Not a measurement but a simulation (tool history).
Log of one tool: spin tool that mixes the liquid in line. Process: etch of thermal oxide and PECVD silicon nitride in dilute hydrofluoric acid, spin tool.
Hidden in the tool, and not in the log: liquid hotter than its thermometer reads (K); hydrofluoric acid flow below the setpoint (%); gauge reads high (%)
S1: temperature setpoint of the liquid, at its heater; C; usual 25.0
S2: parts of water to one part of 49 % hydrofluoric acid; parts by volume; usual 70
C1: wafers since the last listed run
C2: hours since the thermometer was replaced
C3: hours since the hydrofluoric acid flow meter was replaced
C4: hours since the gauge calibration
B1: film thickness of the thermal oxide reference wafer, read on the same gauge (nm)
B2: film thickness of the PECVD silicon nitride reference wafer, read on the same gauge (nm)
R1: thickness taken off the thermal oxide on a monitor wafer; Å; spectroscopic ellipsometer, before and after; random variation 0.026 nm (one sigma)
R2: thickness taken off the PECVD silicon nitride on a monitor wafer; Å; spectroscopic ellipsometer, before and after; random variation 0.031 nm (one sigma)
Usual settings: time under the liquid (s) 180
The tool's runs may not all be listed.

run 1 day=0.000 | S1=25.0 S2=70 time_under_the_liquid_(s)=180 | C1=0 C2=2893.7 C3=386.0 C4=201.4 | B1=59.99 B2=119.99 | R1=133.7 R2=75.5
run 2 day=0.354 | S1=25.0 S2=70 time_under_the_liquid_(s)=180 | C1=45 C2=2902.2 C3=394.5 C4=209.9 | B1=59.99 B2=120.00 | R1=133.5 R2=74.7
run 3 day=1.092 | S1=25.0 S2=70 time_under_the_liquid_(s)=180 | C1=95 C2=2919.9 C3=412.2 C4=227.6 | B1=60.02 B2=120.02 | R1=133.9 R2=74.8
run 4 day=1.783 | S1=21.0 S2=70 time_under_the_liquid_(s)=230 | C1=89 C2=2936.5 C3=428.8 C4=244.2 | B1=60.01 B2=119.98 | R1=145.6 R2=73.7
run 5 day=2.492 | S1=21.0 S2=70 time_under_the_liquid_(s)=230 | C1=91 C2=2953.5 C3=445.8 C4=261.2 | B1=60.00 B2=120.01 | R1=145.9 R2=73.5
run 6 day=2.812 | S1=21.0 S2=70 time_under_the_liquid_(s)=230 | C1=41 C2=2961.2 C3=453.5 C4=268.9 | B1=59.97 B2=119.99 | R1=145.7 R2=73.7
run 7 day=3.475 | S1=25.0 S2=70 time_under_the_liquid_(s)=180 | C1=85 C2=2977.1 C3=469.4 C4=284.8 | B1=60.00 B2=120.00 | R1=134.2 R2=74.7
run 8 day=4.142 | S1=25.0 S2=70 time_under_the_liquid_(s)=180 | C1=86 C2=2993.1 C3=485.4 C4=300.8 | B1=60.03 B2=120.00 | R1=133.7 R2=74.8
run 9 day=5.300 | S1=25.0 S2=80 time_under_the_liquid_(s)=180 | C1=149 C2=3020.9 C3=513.2 C4=328.6 | B1=60.01 B2=120.01 | R1=115.1 R2=65.6
-- day=5.362 gauge calibrated
-- day=5.679 thermometer replaced
run 10 day=5.817 | S1=25.0 S2=70 time_under_the_liquid_(s)=180 | C1=61 C2=3.3 C3=525.6 C4=10.9 | B1=60.03 B2=120.00 | R1=123.1 R2=65.9
run 11 day=6.288 | S1=21.0 S2=70 time_under_the_liquid_(s)=230 | C1=60 C2=14.6 C3=536.9 C4=22.2 | B1=59.99 B2=119.99 | R1=133.6 R2=64.1
run 12 day=6.929 | S1=25.0 S2=50 time_under_the_liquid_(s)=180 | C1=83 C2=30.0 C3=552.3 C4=37.6 | B1=60.00 B2=120.04 | R1=177.8 R2=91.6
run 13 day=7.475 | S1=20.0 S2=40 time_under_the_liquid_(s)=180 | C1=70 C2=43.1 C3=565.4 C4=50.7 | B1=59.99 B2=119.97 | R1=183.2 R2=80.7
run 14 day=8.204 | S1=25.0 S2=70 time_under_the_liquid_(s)=180 | C1=94 C2=60.6 C3=582.9 C4=68.2 | B1=59.99 B2=119.98 | R1=123.0 R2=66.0
run 15 day=8.800 | S1=26.5 S2=60 time_under_the_liquid_(s)=75 | C1=77 C2=74.9 C3=597.2 C4=82.5 | B1=60.00 B2=119.99 | R1=64.7 R2=35.4
-- day=8.858 hydrofluoric acid flow meter replaced
run 16 day=9.054 | S1=25.0 S2=70 time_under_the_liquid_(s)=180 | C1=27 C2=81.0 C3=4.7 C4=88.6 | B1=59.99 B2=119.96 | R1=125.9 R2=67.0
run 17 day=10.533 | S1=22.0 S2=40 time_under_the_liquid_(s)=220 | C1=191 C2=116.5 C3=40.2 C4=124.1 | B1=59.98 B2=119.97 | R1=246.4 R2=115.3
run 18 day=11.008 | S1=21.0 S2=70 time_under_the_liquid_(s)=230 | C1=61 C2=127.9 C3=51.6 C4=135.5 | B1=60.00 B2=120.00 | R1=136.7 R2=64.7
run 19 day=12.142 | S1=25.0 S2=70 time_under_the_liquid_(s)=95 | C1=146 C2=155.1 C3=78.8 C4=162.7 | B1=59.99 B2=120.00 | R1=66.4 R2=35.2
run 20 day=12.512 | S1=25.0 S2=70 time_under_the_liquid_(s)=85 | C1=47 C2=164.0 C3=87.7 C4=171.6 | B1=60.00 B2=120.01 | R1=59.4 R2=31.8

How the hidden state differs across the entries between the runs, from the last listed run before each to the first after it:
Between runs 9 and 10: gauge calibrated (day 5.362); thermometer replaced (day 5.679)
  liquid hotter than its thermometer reads (K): 2.29 -> 0.256; hydrofluoric acid flow below the setpoint (%): 1.53 -> 1.56
  measured less the result without the state, R1: +8.1 -> -0.9 Å; R2: +8.2 -> +0.1 Å
Between runs 15 and 16: hydrofluoric acid flow meter replaced (day 8.858)
  liquid hotter than its thermometer reads (K): 0.31 -> 0.315; hydrofluoric acid flow below the setpoint (%): 1.75 -> 0.113
  measured less the result without the state, R1: -0.4 -> +1.5 Å; R2: +0.1 -> +1.4 Å
